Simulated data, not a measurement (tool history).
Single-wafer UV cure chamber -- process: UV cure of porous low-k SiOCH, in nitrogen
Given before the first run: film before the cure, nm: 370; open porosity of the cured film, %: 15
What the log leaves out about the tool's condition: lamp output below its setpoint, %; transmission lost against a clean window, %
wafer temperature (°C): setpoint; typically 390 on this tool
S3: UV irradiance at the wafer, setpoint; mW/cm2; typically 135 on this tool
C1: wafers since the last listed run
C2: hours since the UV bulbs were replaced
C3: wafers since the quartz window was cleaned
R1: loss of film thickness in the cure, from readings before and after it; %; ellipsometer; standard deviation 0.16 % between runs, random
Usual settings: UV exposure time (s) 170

Run 1, day 0.000: usual settings but wafer temperature (°C) 399, S3 155 mW/cm2; C1 0; C2 1570.7; C3 1086. Result: R1 9.648 %.
Run 2, day 9.325: usual settings but wafer temperature (°C) 399, S3 155 mW/cm2; C1 1745; C2 1794.5; C3 2831. Result: R1 9.534 %.
Run 3, day 12.179: usual settings but wafer temperature (°C) 399, S3 155 mW/cm2; C1 534; C2 1863.0; C3 3365. Result: R1 9.117 %.
Run 4, day 15.779: usual settings but S3 167 mW/cm2; C1 673; C2 1949.4; C3 4039. Result: R1 9.092 %.
Run 5, day 17.404: usual settings but S3 167 mW/cm2; C1 304; C2 1988.4; C3 4343. Result: R1 9.355 %.
At day 18.046: quartz window cleaned.
Run 6, day 19.858: usual settings; C1 396; C2 2047.3; C3 339. Result: R1 8.922 %.
Run 7, day 23.025: usual settings; C1 592; C2 2123.3; C3 931. Result: R1 8.646 %.
Run 8, day 25.858: usual settings; C1 530; C2 2191.3; C3 1462. Result: R1 8.592 %.
Run 9, day 28.983: usual settings; C1 584; C2 2266.3; C3 2046. Result: R1 8.283 %.
At day 35.188: UV bulbs replaced.
Run 10, day 37.371: usual settings; C1 1507; C2 52.4; C3 3554. Result: R1 8.952 %.
Run 11, day 39.950: usual settings but wafer temperature (°C) 371, UV exposure time (s) 85, S3 114 mW/cm2; C1 482; C2 114.3; C3 4036. Result: R1 5.502 %.
At day 42.508: quartz window cleaned.
Run 12, day 43.342: usual settings but UV exposure time (s) 70; C1 572; C2 195.7; C3 155. Result: R1 6.153 %.
Run 13, day 47.675: usual settings but S3 124 mW/cm2; C1 810; C2 299.7; C3 966. Result: R1 9.007 %.
Run 14, day 50.921: usual settings but wafer temperature (°C) 382, UV exposure time (s) 95, S3 106 mW/cm2; C1 607; C2 377.6; C3 1574. Result: R1 5.971 %.
Run 15, day 53.296: usual settings but wafer temperature (°C) 383, UV exposure time (s) 265; C1 444; C2 434.6; C3 2018. Result: R1 10.938 %.
Run 16, day 55.379: usual settings but S3 167 mW/cm2; C1 389; C2 484.6; C3 2408. Result: R1 10.205 %.
Run 17, day 59.150: usual settings but wafer temperature (°C) 399, S3 155 mW/cm2; C1 705; C2 575.1; C3 3113. Result: R1 9.630 %.
Run 18, day 60.742: usual settings but wafer temperature (°C) 380, UV exposure time (s) 90, S3 172 mW/cm2; C1 297; C2 613.3; C3 3411. Result: R1 7.379 %.
Run 19, day 64.371: usual settings but wafer temperature (°C) 409, UV exposure time (s) 120, S3 161 mW/cm2; C1 679; C2 700.4; C3 4090. Result: R1 8.718 %.

A few steps of R1 between consecutive runs. Split each: what settings, incoming material and random variation would produce without the hidden state, and what is left over for the hidden state, along with gauge scatter present in only one of the two compared results (measured, and without hidden state):
Run 11 -> 12: wafer temperature (°C) 371 -> 390, UV exposure time (s) 85 -> 70, S3 114 -> 135, quartz window cleaned. R1 +0.651 %: hidden state +0.525, all else +0.126.
Run 14 -> 15: wafer temperature (°C) 382 -> 383, UV exposure time (s) 95 -> 265, S3 106 -> 135. R1 +4.967 %: hidden state -0.185, all else +5.152.
